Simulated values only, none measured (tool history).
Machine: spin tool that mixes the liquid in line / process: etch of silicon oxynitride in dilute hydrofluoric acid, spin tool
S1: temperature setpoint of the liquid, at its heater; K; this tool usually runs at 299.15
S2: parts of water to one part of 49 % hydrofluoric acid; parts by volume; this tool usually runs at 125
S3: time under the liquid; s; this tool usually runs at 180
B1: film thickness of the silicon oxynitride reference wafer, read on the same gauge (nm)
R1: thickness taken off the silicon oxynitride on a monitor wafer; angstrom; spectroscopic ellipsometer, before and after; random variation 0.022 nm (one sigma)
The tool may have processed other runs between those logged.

run   hour      S1   S2   S3       B1     R1
  1      0  299.15  110  180  129.983  45.46
  2    6.2  299.15  110  180  130.013  45.51
  3   16.3  299.15  110  180  130.006  45.91
  4   32.3  299.15  125  180  129.982  40.36
  5   45.5  299.15  125  235  130.005  52.23
  6   53.9  299.15  125  235  129.986  52.04
  7   63.9  299.15  125  180  130.018  40.21
      67.5  -- thermometer replaced
  8   70.5  299.15  125  180  130.007  40.15
  9   85.3  299.15  125  180  130.002  40.04
 10  101.9  299.15  125  180  129.982  40.42
     106.2  -- hydrofluoric acid flow meter replaced
 11  110.6  299.15   85  105  129.998  31.11
 12  119.6  300.65  125   80  130.028  16.78
 13  135.3  299.15   90   95  129.985  26.79
     141.9  -- gauge calibrated
 14  146.7  299.15   85  105  129.998  31.58
 15  158.3  295.65  160  180  130.007  22.96
 16  173.3  299.15  125  180  129.973  35.68
 17  187.8  299.15  160  270  130.008  40.08
 18  205.1  299.15  145   85  130.018  14.37

Each row is a separate what-if for the run after 18, all from the same tool condition, not one after another. Results?
  A  205.6  299.15   85  180   ?   ?
  B  205.6  302.65   95  180   ?   ?
  C  205.6  303.65  160  180   ?   ?

run   B1     R1
  A  130   54.1
  B  130  56.35
  C  130  32.84
Stripped of hidden state, with their random variation kept, the same runs would have yielded:
run     R1
  A  52.81
  B  54.98
  C     32
